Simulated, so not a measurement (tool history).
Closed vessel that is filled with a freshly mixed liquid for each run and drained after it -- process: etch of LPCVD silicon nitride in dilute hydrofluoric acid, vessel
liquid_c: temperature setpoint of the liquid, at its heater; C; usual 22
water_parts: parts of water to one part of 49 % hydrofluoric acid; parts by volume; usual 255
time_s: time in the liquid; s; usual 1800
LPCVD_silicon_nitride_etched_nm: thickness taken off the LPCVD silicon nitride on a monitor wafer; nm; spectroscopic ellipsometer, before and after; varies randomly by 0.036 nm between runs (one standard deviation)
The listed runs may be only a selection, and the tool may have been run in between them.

| run | hour | liquid_c | water_parts | time_s | read-back film thickness of the LPCVD silicon nitride reference wafer, read on the same gauge (nm) | LPCVD_silicon_nitride_etched_nm |
|---|---|---|---|---|---|---|
| 1 | 0 | 22 | 290 | 1800 | 150.039 | 2.497 |
| 2 | 63 | 22 | 255 | 1800 | 149.993 | 2.826 |
| 3 | 120.5 | 22 | 255 | 1800 | 149.968 | 2.811 |
| 4 | 262.5 | 22 | 255 | 1800 | 149.981 | 2.754 |
| 5 | 409.5 | 22 | 255 | 1800 | 149.994 | 2.776 |
| 6 | 446.8 | 20 | 255 | 1800 | 150.006 | 2.436 |
| 7 | 474.9 | 20 | 255 | 1800 | 149.976 | 2.396 |
| 8 | 522.9 | 20 | 255 | 1800 | 150.014 | 2.448 |
| 9 | 553.8 | 20.5 | 255 | 2120 | 150.018 | 2.988 |
|  | 556.2 | thermometer replaced |
| 10 | 612.8 | 20.5 | 255 | 2120 | 149.989 | 3.303 |
| 11 | 692.1 | 24 | 255 | 1800 | 150.038 | 3.49 |
| 12 | 742.8 | 25.5 | 180 | 1510 | 149.988 | 4.554 |
| 13 | 772 | 23.5 | 145 | 1495 | 150.052 | 4.844 |
| 14 | 811.8 | 22 | 305 | 1800 | 150.011 | 2.559 |
| 15 | 864.6 | 22 | 255 | 1800 | 150.017 | 2.946 |
| 16 | 901.2 | 22 | 255 | 1800 | 150.015 | 3.072 |
|  | 970.7 | gauge calibrated |
| 17 | 972.6 | 22 | 255 | 1800 | 150.014 | 3.058 |
| 18 | 1013.6 | 22 | 210 | 2120 | 149.983 | 4.299 |
|  | 1015.3 | hydrofluoric acid flow meter replaced |
| 19 | 1082.7 | 19 | 255 | 1800 | 150.018 | 2.411 |
| 20 | 1150.4 | 19 | 300 | 2405 | 149.983 | 2.793 |
| 21 | 1201.2 | 22 | 135 | 1800 | 150.019 | 5.509 |
| 22 | 1230 | 22 | 255 | 1800 | 150.007 | 2.912 |
| 23 | 1264.1 | 22 | 255 | 1485 | 150.013 | 2.414 |
| 24 | 1323.5 | 22 | 130 | 890 | 150.056 | 2.836 |
| 25 | 1353.9 | 22 | 255 | 1800 | 150.008 | 3.012 |
| 26 | 1388.8 | 22 | 255 | 1110 | 150.007 | 1.796 |
| 27 | 1436 | 22 | 255 | 1800 | 149.995 | 2.915 |
| 28 | 1483.8 | 20.5 | 255 | 900 | 149.983 | 1.309 |
| 29 | 1521.8 | 22 | 255 | 2615 | 149.966 | 4.228 |
| 30 | 1550.6 | 26.5 | 255 | 1800 | 150.025 | 3.913 |
| 31 | 1621.6 | 20 | 255 | 1800 | 150.033 | 2.508 |

The logged runs with the hidden state left out (each run's random variation unchanged):
The hidden state here: liquid colder than its thermometer reads (K); hydrofluoric acid flow above the setpoint (%); gauge reads high (%).
| run | LPCVD_silicon_nitride_etched_nm |
|---|---|
| 1 | 2.741 |
| 2 | 3.117 |
| 3 | 3.111 |
| 4 | 3.075 |
| 5 | 3.125 |
| 6 | 2.756 |
| 7 | 2.716 |
| 8 | 2.782 |
| 9 | 3.401 |
| 10 | 3.352 |
| 11 | 3.558 |
| 12 | 4.656 |
| 13 | 4.965 |
| 14 | 2.627 |
| 15 | 3.035 |
| 16 | 3.171 |
| 17 | 3.17 |
| 18 | 4.471 |
| 19 | 2.521 |
| 20 | 2.929 |
| 21 | 5.805 |
| 22 | 3.068 |
| 23 | 2.548 |
| 24 | 3.013 |
| 25 | 3.195 |
| 26 | 1.91 |
| 27 | 3.108 |
| 28 | 1.401 |
| 29 | 4.532 |
| 30 | 4.189 |
| 31 | 2.71 |
